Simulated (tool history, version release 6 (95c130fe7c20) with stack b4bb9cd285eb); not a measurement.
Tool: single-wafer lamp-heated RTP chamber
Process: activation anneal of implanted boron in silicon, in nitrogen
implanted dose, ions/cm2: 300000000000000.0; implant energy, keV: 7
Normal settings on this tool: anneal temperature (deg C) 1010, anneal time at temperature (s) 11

run	hour	anneal temperature (deg C)	anneal time at temperature (s)	wafers since the last listed run	wafers since the last pyrometer calibration	wafers since the reflector plate was cleaned	hours since the gauge calibration	read-back reference wafer on the same gauge, sheet resistance	sheet resistance of the implanted and annealed layer (ohm/square)
1	0	1010	11	0	4660	4415	47.1	400.24	374.7
2	28.4	1010	11	590	5251	5006	75.5	399.52	374.01
3	64	1010	11	740	5991	5746	111.1	398.97	373.7
4	86.4	1010	11	465	6457	6212	133.5	398.51	374.59
# hour 101.9: pyrometer window cleaned and pyrometer calibrated
5	107.6	1010	11	274	117	6486	154.7	398.41	372.82
6	123.6	1010	11	332	450	6819	170.7	398.21	373.85
7	153.6	1010	11	623	1074	7443	200.7	397.89	371.85
8	187.7	1010	11	709	1783	8152	234.8	397.67	372.04
9	202.5	1010	11	307	2090	8459	249.6	397.7	372.18
10	218.8	1010	11	338	2429	8798	265.9	397.65	371.56
11	254.2	1010	11	736	3165	9534	301.3	397.42	372.45
12	282.5	987	11	588	3754	10123	329.6	397.33	379.31
# hour 312.1: reflector plate cleaned
13	315.4	987	11	517	4271	68	362.5	397.32	378.24
# hour 360.7: gauge calibrated
# hour 405: pyrometer window cleaned and pyrometer calibrated
14	405.5	1010	11	1707	10	1775	44.8	401.08	375
15	422.1	1010	16	345	355	2120	61.4	400.78	373.43
16	434.4	1002	6	255	611	2376	73.7	400.31	379.06
17	454.4	991	14	415	1027	2792	93.7	400.01	378.87
18	469.5	1001	13	313	1341	3106	108.8	399.74	376.28
19	482.5	996	11	270	1611	3376	121.8	399.59	377.45
20	501.8	1010	6	401	2013	3778	141.1	399.12	376.11
21	526.2	1010	6	507	2520	4285	165.5	399.07	377.11
22	552.8	1002	8	553	3073	4838	192.1	398.93	376.14
23	582.3	1034	7	613	3686	5451	221.6	398.54	372.45
24	617.3	1010	11	727	4414	6179	256.6	398.42	373.29
25	633.7	1010	14	341	4755	6520	273	398.38	372.34
26	660.3	999	17	553	5308	7073	299.6	398.14	373.7
27	675.7	1029	11	320	5629	7393	315	398.08	370.64
28	687.9	1010	5	253	5882	7647	327.2	398.12	374.9
29	700.5	1010	14	261	6144	7909	339.8	398.08	373.12

Predict each of these 5 candidate next runs independently; none follows another, all start after run 29:
A	700.9	1010	11	8	6153	7917	340.2	?	?
B	700.9	1027	17	8	6153	7917	340.2	?	?
C	700.9	993	15	8	6153	7917	340.2	?	?
D	700.9	1019	8	8	6153	7917	340.2	?	?
E	700.9	990	11	8	6153	7917	340.2	?	?

run	read-back reference wafer on the same gauge, sheet resistance	sheet resistance of the implanted and annealed layer (ohm/square)
A	398.14	373.57
B	398.14	369.78
C	398.14	376.42
D	398.14	373.31
E	398.14	378.92
Take away the tool's hidden state, keep each run's random variation, and the runs would have read:
run	sheet resistance of the implanted and annealed layer (ohm/square)
A	377.23
B	373.4
C	380.11
D	376.97
E	382.63
